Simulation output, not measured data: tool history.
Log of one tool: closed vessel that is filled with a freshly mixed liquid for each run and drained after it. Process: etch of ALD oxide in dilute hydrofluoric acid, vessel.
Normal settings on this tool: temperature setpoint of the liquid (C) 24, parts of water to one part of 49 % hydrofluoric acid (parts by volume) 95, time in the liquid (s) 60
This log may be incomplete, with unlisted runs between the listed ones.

run,day,temperature setpoint of the liquid (C),parts of water to one part of 49 % hydrofluoric acid (parts by volume),time in the liquid (s),"read-back film thickness of the ALD oxide reference wafer, read on the same gauge (nm)",thickness taken off the ALD oxide on a monitor wafer (Å)
1,0,24,95,60,70.01,112.8
2,1.15,24,95,60,70,115.7
3,2.217,24,95,60,69.98,113.2
4,2.85,24,95,60,69.99,114.4
5,3.783,24,95,60,69.99,113.7
6,4.725,24,95,60,70,115.6
7,7.808,24,95,60,70,115.5
8,9.054,24,95,60,70,115.3
# day 9.654: thermometer replaced
9,10.154,24,95,60,70.01,104.8
10,11.096,24,95,60,69.98,107.1
# day 11.738: gauge calibrated
11,12.442,24,95,60,70.02,106.4
12,13.012,24,95,60,70,108
13,13.867,24,95,60,70.03,107.1
14,14.879,22,65,60,70.01,146.8
15,15.4,24,95,60,70,107.3
16,16.221,20.5,50,60,70.01,187
17,16.867,22,95,75,70.02,123
18,18.212,26,70,60,69.99,162.4
19,19.45,28,115,85,69.96,145
# day 19.567: hydrofluoric acid flow meter replaced
20,20.725,20,55,90,70.02,217.8
21,22.071,24,95,45,70,71.5
22,23.208,24,140,60,69.99,61.7
23,24.154,24,110,60,69.99,81.1
24,25.317,26,145,30,70,31.8
25,26.762,24,95,60,70,95.3
26,27.496,28.5,65,30,70,87.5
27,28.371,24,95,45,69.99,72.1
28,29.129,22.5,45,40,70,136.7
29,30.725,24,120,35,70.01,43.7

Alternative continuations, all from the tool just after run 29; predict every row:
A,30.754,24,95,60,?,?
B,30.754,25.5,110,95,?,?
C,30.754,20,95,60,?,?

run,"read-back film thickness of the ALD oxide reference wafer, read on the same gauge (nm)",thickness taken off the ALD oxide on a monitor wafer (Å)
A,70.02,96.9
B,70.02,137.9
C,70.02,82.5
With no hidden state in the tool, these same runs would have given:
run,thickness taken off the ALD oxide on a monitor wafer (Å)
A,93.3
B,132.8
C,79.4

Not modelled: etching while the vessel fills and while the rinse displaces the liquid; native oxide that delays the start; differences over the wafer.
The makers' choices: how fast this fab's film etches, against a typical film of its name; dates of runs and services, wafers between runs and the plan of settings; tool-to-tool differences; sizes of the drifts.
